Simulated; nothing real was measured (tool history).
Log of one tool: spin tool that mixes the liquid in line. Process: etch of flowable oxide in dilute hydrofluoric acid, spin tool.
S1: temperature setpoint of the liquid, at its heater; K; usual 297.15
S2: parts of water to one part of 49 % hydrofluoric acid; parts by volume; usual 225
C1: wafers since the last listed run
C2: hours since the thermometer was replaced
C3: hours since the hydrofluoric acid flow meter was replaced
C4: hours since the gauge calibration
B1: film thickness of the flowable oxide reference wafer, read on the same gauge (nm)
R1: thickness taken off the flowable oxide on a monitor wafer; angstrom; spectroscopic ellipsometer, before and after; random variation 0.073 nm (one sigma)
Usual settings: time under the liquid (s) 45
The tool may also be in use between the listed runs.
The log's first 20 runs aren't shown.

{"run": 21, "day": 51.138, "S1": 297.15, "S2": 310, "time under the liquid (s)": 30, "C1": 457, "C2": 715.1, "C3": 146.6, "C4": 933.1, "B1": 100.02, "R1": 31.3}
{"run": 22, "day": 53.917, "S1": 297.15, "S2": 225, "time under the liquid (s)": 45, "C1": 543, "C2": 781.8, "C3": 213.3, "C4": 999.8, "B1": 100.02, "R1": 69.1}
{"run": 23, "day": 60.346, "S1": 293.65, "S2": 265, "time under the liquid (s)": 25, "C1": 1257, "C2": 936.1, "C3": 367.6, "C4": 1154.1, "B1": 99.99, "R1": 28}
{"day": 61.075, "done": "thermometer replaced"}
{"run": 24, "day": 63.092, "S1": 298.65, "S2": 225, "time under the liquid (s)": 45, "C1": 528, "C2": 48.4, "C3": 433.5, "C4": 1220, "B1": 100.01, "R1": 79}
{"run": 25, "day": 64.346, "S1": 297.15, "S2": 225, "time under the liquid (s)": 45, "C1": 245, "C2": 78.5, "C3": 463.6, "C4": 1250.1, "B1": 100.03, "R1": 76.8}
{"day": 64.525, "done": "gauge calibrated"}
{"run": 26, "day": 66.296, "S1": 295.15, "S2": 130, "time under the liquid (s)": 65, "C1": 381, "C2": 125.3, "C3": 510.4, "C4": 42.5, "B1": 100.01, "R1": 198.8}
{"run": 27, "day": 67.875, "S1": 295.15, "S2": 140, "time under the liquid (s)": 40, "C1": 308, "C2": 163.2, "C3": 548.3, "C4": 80.4, "B1": 99.99, "R1": 109.8}
{"run": 28, "day": 70.471, "S1": 293.65, "S2": 265, "time under the liquid (s)": 25, "C1": 507, "C2": 225.5, "C3": 610.6, "C4": 142.7, "B1": 100.01, "R1": 29.8}
{"run": 29, "day": 72.771, "S1": 293.65, "S2": 225, "time under the liquid (s)": 35, "C1": 449, "C2": 280.7, "C3": 665.8, "C4": 197.9, "B1": 100, "R1": 50.7}
{"run": 30, "day": 74.162, "S1": 301.65, "S2": 225, "time under the liquid (s)": 35, "C1": 272, "C2": 314.1, "C3": 699.2, "C4": 231.3, "B1": 99.99, "R1": 68.4}
{"run": 31, "day": 75.829, "S1": 293.15, "S2": 155, "time under the liquid (s)": 45, "C1": 326, "C2": 354.1, "C3": 739.2, "C4": 271.3, "B1": 99.99, "R1": 98.1}
{"run": 32, "day": 77.738, "S1": 294.65, "S2": 255, "time under the liquid (s)": 55, "C1": 373, "C2": 399.9, "C3": 785, "C4": 317.1, "B1": 99.96, "R1": 71}
{"run": 33, "day": 80.158, "S1": 297.15, "S2": 225, "time under the liquid (s)": 65, "C1": 473, "C2": 458, "C3": 843.1, "C4": 375.2, "B1": 100.04, "R1": 108.3}
{"run": 34, "day": 82.867, "S1": 300.15, "S2": 290, "time under the liquid (s)": 45, "C1": 529, "C2": 523, "C3": 908.1, "C4": 440.2, "B1": 100.01, "R1": 59.1}

Forecast each of these 4 alternatives for the next run:
{"run": "A", "day": 82.883, "S1": 297.15, "S2": 165, "time under the liquid (s)": 45, "C1": 3, "C2": 523.4, "C3": 908.5, "C4": 440.6, "B1": "?", "R1": "?"}
{"run": "B", "day": 82.883, "S1": 297.15, "S2": 125, "time under the liquid (s)": 55, "C1": 3, "C2": 523.4, "C3": 908.5, "C4": 440.6, "B1": "?", "R1": "?"}
{"run": "C", "day": 82.883, "S1": 294.65, "S2": 225, "time under the liquid (s)": 45, "C1": 3, "C2": 523.4, "C3": 908.5, "C4": 440.6, "B1": "?", "R1": "?"}
{"run": "D", "day": 82.883, "S1": 294.15, "S2": 120, "time under the liquid (s)": 45, "C1": 3, "C2": 523.4, "C3": 908.5, "C4": 440.6, "B1": "?", "R1": "?"}

run=A B1=100.01 R1=106.6
run=B B1=100.01 R1=179.6
run=C B1=100.01 R1=66.9
run=D B1=100.01 R1=136.4
Without the tool's hidden state the same runs would have given:
run=A R1=110.2
run=B R1=186.2
run=C R1=69.1
run=D R1=141.8
